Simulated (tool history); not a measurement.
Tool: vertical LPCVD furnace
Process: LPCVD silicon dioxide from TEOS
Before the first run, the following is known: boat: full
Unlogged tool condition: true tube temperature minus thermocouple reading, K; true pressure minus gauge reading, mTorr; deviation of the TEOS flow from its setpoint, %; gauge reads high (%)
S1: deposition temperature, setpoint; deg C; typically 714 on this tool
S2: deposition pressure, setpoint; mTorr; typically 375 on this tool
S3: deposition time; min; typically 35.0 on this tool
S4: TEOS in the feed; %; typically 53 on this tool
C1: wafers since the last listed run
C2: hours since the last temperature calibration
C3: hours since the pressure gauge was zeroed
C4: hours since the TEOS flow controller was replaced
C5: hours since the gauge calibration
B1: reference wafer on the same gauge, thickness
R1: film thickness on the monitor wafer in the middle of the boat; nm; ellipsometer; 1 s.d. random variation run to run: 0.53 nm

run	day	S1	S2	S3	S4	C1	C2	C3	C4	C5	B1	R1
1	0.000	714	375	35.0	53	0	2716.9	1768.5	2340.8	75.6	420.74	392.92
2	0.288	714	375	35.0	53	68	2723.8	1775.4	2347.7	82.5	420.89	394.25
3	0.788	714	375	35.0	53	119	2735.8	1787.4	2359.7	94.5	420.83	393.05
4	1.475	714	375	35.0	53	164	2752.3	1803.9	2376.2	111.0	421.06	394.80
# day 2.858: TEOS flow controller replaced
5	2.879	714	375	26.5	53	96	2786.0	1837.6	0.5	144.7	420.94	297.41
6	3.042	714	375	26.5	53	38	2789.9	1841.5	4.4	148.6	421.00	297.57
7	3.204	714	375	26.5	53	12	2793.8	1845.4	8.3	152.5	421.15	297.76
# day 4.092: thermocouples replaced and temperature profile calibrated
# day 4.158: pressure gauge zeroed
8	4.179	714	425	35.0	53	4	2.1	0.5	31.7	175.9	420.96	380.01
9	4.488	706	450	40.0	62	73	9.5	7.9	39.1	183.3	420.94	403.07
# day 4.496: gauge calibrated
10	5.079	714	375	35.0	53	141	23.7	22.1	53.3	14.0	421.24	357.18
11	5.575	714	320	39.0	43	118	35.6	34.0	65.2	25.9	421.03	331.66
12	6.000	720	375	35.0	59	101	45.8	44.2	75.4	36.1	420.94	432.24
13	6.562	719	375	45.0	53	134	59.3	57.7	88.9	49.6	421.09	515.53
14	7.579	714	375	47.5	60	243	83.7	82.1	113.3	74.0	420.91	518.24
15	7.908	721	335	25.0	61	78	91.6	90.0	121.2	81.9	421.34	304.53
16	8.558	714	375	47.5	60	155	107.2	105.6	136.8	97.5	420.81	519.18
17	8.846	714	375	46.0	53	68	114.1	112.5	143.7	104.4	420.96	474.80

Alternative continuations, all from the tool just after run 17; predict every row:
A	9.012	714	375	35.0	53	39	118.1	116.5	147.7	108.4	?	?
B	9.012	726	465	35.0	63	39	118.1	116.5	147.7	108.4	?	?
C	9.012	724	280	29.5	53	39	118.1	116.5	147.7	108.4	?	?
D	9.012	719	375	35.0	62	39	118.1	116.5	147.7	108.4	?	?
E	9.012	714	460	40.0	53	39	118.1	116.5	147.7	108.4	?	?

run	B1	R1
A	420.91	360.83
B	420.91	572.46
C	420.91	328.58
D	420.91	436.64
E	420.91	456.73
Stripped of hidden state, with their random variation kept, the same runs would have yielded:
run	R1
A	356.13
B	565.17
C	324.38
D	431.00
E	450.77

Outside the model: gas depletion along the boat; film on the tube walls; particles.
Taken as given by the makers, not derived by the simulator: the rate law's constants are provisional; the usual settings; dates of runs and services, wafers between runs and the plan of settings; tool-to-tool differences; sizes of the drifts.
